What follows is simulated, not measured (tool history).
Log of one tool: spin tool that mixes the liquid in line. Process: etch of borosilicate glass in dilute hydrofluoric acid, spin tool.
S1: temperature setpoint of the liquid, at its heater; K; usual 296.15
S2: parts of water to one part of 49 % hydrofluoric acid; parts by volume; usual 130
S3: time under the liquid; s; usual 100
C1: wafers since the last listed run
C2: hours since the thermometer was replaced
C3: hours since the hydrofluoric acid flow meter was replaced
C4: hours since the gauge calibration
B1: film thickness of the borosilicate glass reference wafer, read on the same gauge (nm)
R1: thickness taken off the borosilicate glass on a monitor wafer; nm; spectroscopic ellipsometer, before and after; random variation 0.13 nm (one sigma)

| run | hour | S1 | S2 | S3 | C1 | C2 | C3 | C4 | B1 | R1 |
|---|---|---|---|---|---|---|---|---|---|---|
| 1 | 0.0 | 296.15 | 95 | 100 | 0 | 1719.8 | 638.6 | 213.7 | 140.02 | 22.75 |
| 2 | 15.4 | 296.15 | 95 | 100 | 141 | 1735.2 | 654.0 | 229.1 | 140.00 | 22.24 |
| 3 | 49.7 | 296.15 | 145 | 100 | 315 | 1769.5 | 688.3 | 263.4 | 139.98 | 14.13 |
| 4 | 64.2 | 296.15 | 145 | 100 | 133 | 1784.0 | 702.8 | 277.9 | 139.99 | 14.06 |
| 5 | 88.4 | 296.15 | 145 | 100 | 222 | 1808.2 | 727.0 | 302.1 | 139.96 | 13.98 |
| 6 | 102.3 | 296.15 | 130 | 100 | 127 | 1822.1 | 740.9 | 316.0 | 140.01 | 16.19 |
| 7 | 115.4 | 296.15 | 130 | 100 | 120 | 1835.2 | 754.0 | 329.1 | 140.01 | 15.86 |
| 8 | 146.0 | 296.15 | 130 | 100 | 281 | 1865.8 | 784.6 | 359.7 | 140.03 | 15.95 |
| 9 | 169.6 | 296.15 | 130 | 100 | 217 | 1889.4 | 808.2 | 383.3 | 140.01 | 15.84 |
| 10 | 184.2 | 296.15 | 130 | 100 | 134 | 1904.0 | 822.8 | 397.9 | 139.98 | 15.85 |
| 11 | 201.9 | 296.15 | 130 | 100 | 162 | 1921.7 | 840.5 | 415.6 | 139.98 | 15.88 |
| 12 | 218.7 | 296.15 | 130 | 100 | 154 | 1938.5 | 857.3 | 432.4 | 140.00 | 15.79 |
| 13 | 232.0 | 296.15 | 130 | 100 | 122 | 1951.8 | 870.6 | 445.7 | 139.97 | 15.86 |
| 14 | 244.2 | 296.15 | 130 | 100 | 112 | 1964.0 | 882.8 | 457.9 | 139.99 | 16.01 |
| 15 | 262.4 | 299.15 | 130 | 100 | 167 | 1982.2 | 901.0 | 476.1 | 139.99 | 17.78 |
| 16 | 280.9 | 296.15 | 130 | 100 | 170 | 2000.7 | 919.5 | 494.6 | 139.97 | 15.72 |
| 17 | 305.9 | 300.65 | 130 | 100 | 229 | 2025.7 | 944.5 | 519.6 | 140.02 | 19.17 |
| 18 | 327.6 | 296.15 | 145 | 100 | 199 | 2047.4 | 966.2 | 541.3 | 140.00 | 14.04 |
| 19 | 345.1 | 294.15 | 130 | 100 | 160 | 2064.9 | 983.7 | 558.8 | 139.95 | 14.36 |
| 20 | 377.6 | 296.15 | 130 | 75 | 298 | 2097.4 | 1016.2 | 591.3 | 140.01 | 11.85 |
|  | 395.2 | gauge calibrated |
|  | 396.0 | hydrofluoric acid flow meter replaced |
| 21 | 484.5 | 296.15 | 75 | 140 | 973 | 2204.3 | 88.5 | 89.3 | 139.97 | 41.51 |
| 22 | 518.3 | 296.15 | 75 | 100 | 310 | 2238.1 | 122.3 | 123.1 | 140.01 | 29.37 |
| 23 | 549.9 | 292.65 | 195 | 80 | 290 | 2269.7 | 153.9 | 154.7 | 139.99 | 6.86 |
| 24 | 575.5 | 299.65 | 160 | 100 | 235 | 2295.3 | 179.5 | 180.3 | 139.97 | 14.21 |
| 25 | 597.7 | 296.15 | 130 | 100 | 204 | 2317.5 | 201.7 | 202.5 | 140.01 | 16.00 |
|  | 599.2 | thermometer replaced |
| 26 | 618.9 | 296.15 | 170 | 120 | 185 | 19.7 | 222.9 | 223.7 | 140.00 | 13.97 |
| 27 | 706.4 | 296.15 | 185 | 135 | 804 | 107.2 | 310.4 | 311.2 | 140.02 | 14.33 |
| 28 | 738.2 | 296.15 | 70 | 150 | 292 | 139.0 | 342.2 | 343.0 | 139.96 | 47.56 |
| 29 | 769.1 | 298.15 | 180 | 70 | 284 | 169.9 | 373.1 | 373.9 | 140.00 | 8.19 |
| 30 | 789.1 | 294.65 | 130 | 100 | 183 | 189.9 | 393.1 | 393.9 | 140.02 | 14.88 |
| 31 | 809.7 | 292.15 | 130 | 125 | 189 | 210.5 | 413.7 | 414.5 | 139.99 | 16.80 |
| 32 | 824.9 | 296.15 | 130 | 100 | 139 | 225.7 | 428.9 | 429.7 | 139.99 | 15.87 |

What the log doesn't show, run by run:
liquid hotter than its thermometer reads (K): 0 in every run
hydrofluoric acid flow below the setpoint (%): 0 in every run
gauge reads high (%): 0 in every run
